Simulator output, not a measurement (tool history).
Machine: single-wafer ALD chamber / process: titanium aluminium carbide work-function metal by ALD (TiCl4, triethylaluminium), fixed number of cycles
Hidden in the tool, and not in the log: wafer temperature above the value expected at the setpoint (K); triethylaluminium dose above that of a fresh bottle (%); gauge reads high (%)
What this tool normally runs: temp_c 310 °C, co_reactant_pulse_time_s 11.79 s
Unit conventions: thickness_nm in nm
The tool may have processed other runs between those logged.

| run | hour | temp_c | co_reactant_pulse_time_s | wafers since the last listed run | hours since the last thermocouple change | hours since the last triethylaluminium bottle change | hours since the showerhead was replaced | hours since the gauge calibration | read-back reference wafer on the same gauge, thickness_nm | thickness_nm |
|---|---|---|---|---|---|---|---|---|---|---|
| 1 | 0 | 322 | 11.79 | 0 | 590.6 | 257.5 | 3092.2 | 863.1 | 2.33 | 2.106 |
| 2 | 105.3 | 310 | 11.79 | 1817 | 695.9 | 362.8 | 3197.5 | 968.4 | 2.329 | 1.982 |
| 3 | 168.1 | 300 | 11.79 | 1083 | 758.7 | 425.6 | 3260.3 | 1031.2 | 2.331 | 1.886 |
| 4 | 246.2 | 300 | 11.79 | 1347 | 836.8 | 503.7 | 3338.4 | 1109.3 | 2.327 | 1.896 |
| 5 | 328.8 | 300 | 11.79 | 1425 | 919.4 | 586.3 | 3421 | 1191.9 | 2.331 | 1.903 |
|  | 338.3 | triethylaluminium bottle replaced |
| 6 | 387.5 | 310 | 11.79 | 874 | 978.1 | 49.2 | 3479.7 | 1250.6 | 2.334 | 1.987 |
| 7 | 561.6 | 310 | 11.79 | 3004 | 1152.2 | 223.3 | 3653.8 | 1424.7 | 2.331 | 2.003 |
| 8 | 668.1 | 310 | 13.54 | 1837 | 1258.7 | 329.8 | 3760.3 | 1531.2 | 2.33 | 2.015 |
| 9 | 753.2 | 310 | 11.79 | 1468 | 1343.8 | 414.9 | 3845.4 | 1616.3 | 2.325 | 2.003 |
|  | 841.2 | triethylaluminium bottle replaced |
| 10 | 903.9 | 310 | 11.79 | 2462 | 1494.5 | 62.7 | 3996.1 | 1767 | 2.331 | 1.993 |
| 11 | 948 | 310 | 11.79 | 760 | 1538.6 | 106.8 | 4040.2 | 1811.1 | 2.33 | 1.986 |
| 12 | 1016.8 | 304 | 11.79 | 1187 | 1607.4 | 175.6 | 4109 | 1879.9 | 2.329 | 1.938 |
| 13 | 1104.6 | 304 | 11.79 | 1515 | 1695.2 | 263.4 | 4196.8 | 1967.7 | 2.332 | 1.95 |
| 14 | 1156.1 | 310 | 8.53 | 888 | 1746.7 | 314.9 | 4248.3 | 2019.2 | 2.329 | 1.9 |
| 15 | 1244.5 | 310 | 11.79 | 1525 | 1835.1 | 403.3 | 4336.7 | 2107.6 | 2.331 | 1.993 |
| 16 | 1309 | 310 | 11.79 | 1112 | 1899.6 | 467.8 | 4401.2 | 2172.1 | 2.33 | 2.004 |
| 17 | 1398.7 | 321 | 16.14 | 1547 | 1989.3 | 557.5 | 4490.9 | 2261.8 | 2.331 | 2.14 |
|  | 1451.2 | triethylaluminium bottle replaced |
| 18 | 1504 | 310 | 15.61 | 1678 | 2094.6 | 52.8 | 4596.2 | 2367.1 | 2.33 | 2.043 |
|  | 1578.4 | gauge calibrated |
| 19 | 1596.6 | 321 | 11.79 | 1597 | 2187.2 | 145.4 | 4688.8 | 18.2 | 2.33 | 2.126 |
| 20 | 1669.1 | 310 | 11.79 | 1251 | 2259.7 | 217.9 | 4761.3 | 90.7 | 2.33 | 2.003 |
| 21 | 1743 | 310 | 11.79 | 1275 | 2333.6 | 291.8 | 4835.2 | 164.6 | 2.331 | 2.01 |
| 22 | 1842 | 303 | 15.14 | 1708 | 2432.6 | 390.8 | 4934.2 | 263.6 | 2.333 | 1.974 |
| 23 | 1885.6 | 310 | 11.79 | 752 | 2476.2 | 434.4 | 4977.8 | 307.2 | 2.33 | 2.004 |
|  | 1984 | triethylaluminium bottle replaced |
| 24 | 1988.5 | 310 | 11.79 | 1637 | 2579.1 | 4.5 | 5080.7 | 410.1 | 2.33 | 2.016 |
| 25 | 2033.8 | 304 | 14.73 | 781 | 2624.4 | 49.8 | 5126 | 455.4 | 2.332 | 1.978 |
|  | 2100.6 | showerhead replaced |
| 26 | 2101.1 | 299 | 15.29 | 1023 | 2691.7 | 117.1 | 0.5 | 522.7 | 2.328 | 1.941 |
|  | 2137.9 | thermocouple changed; heater temperature recalibrated |
| 27 | 2149.1 | 310 | 11.79 | 690 | 11.2 | 165.1 | 48.5 | 570.7 | 2.329 | 1.955 |
| 28 | 2256.6 | 310 | 11.79 | 1854 | 118.7 | 272.6 | 156 | 678.2 | 2.332 | 1.973 |
| 29 | 2307.9 | 300 | 10.24 | 885 | 170 | 323.9 | 207.3 | 729.5 | 2.33 | 1.841 |
| 30 | 2346.7 | 324 | 8.87 | 669 | 208.8 | 362.7 | 246.1 | 768.3 | 2.333 | 2.01 |
| 31 | 2412.5 | 322 | 9.03 | 1135 | 274.6 | 428.5 | 311.9 | 834.1 | 2.331 | 2.002 |
|  | 2473.8 | triethylaluminium bottle replaced |
| 32 | 2629.5 | 310 | 11.79 | 3606 | 491.6 | 155.7 | 528.9 | 1051.1 | 2.328 | 1.97 |
| 33 | 2684 | 314 | 9.16 | 940 | 546.1 | 210.2 | 583.4 | 1105.6 | 2.329 | 1.943 |

List, for all runs, the conditions of the tool that the log does not record:
triethylaluminium dose above that of a fresh bottle (%): 0 on each run
gauge reads high (%): 0 on each run
H1: wafer temperature above the value expected at the setpoint (K)
| run | H1 |
|---|---|
| 1 | 0.826 |
| 2 | 0.98 |
| 3 | 1.07 |
| 4 | 1.19 |
| 5 | 1.31 |
| 6 | 1.39 |
| 7 | 1.65 |
| 8 | 1.81 |
| 9 | 1.93 |
| 10 | 2.15 |
| 11 | 2.22 |
| 12 | 2.32 |
| 13 | 2.45 |
| 14 | 2.52 |
| 15 | 2.65 |
| 16 | 2.74 |
| 17 | 2.88 |
| 18 | 3.03 |
| 19 | 3.17 |
| 20 | 3.27 |
| 21 | 3.38 |
| 22 | 3.53 |
| 23 | 3.59 |
| 24 | 3.74 |
| 25 | 3.81 |
| 26 | 3.91 |
| 27 | -0.644 |
| 28 | -0.487 |
| 29 | -0.412 |
| 30 | -0.355 |
| 31 | -0.258 |
| 32 | 0.0597 |
| 33 | 0.14 |
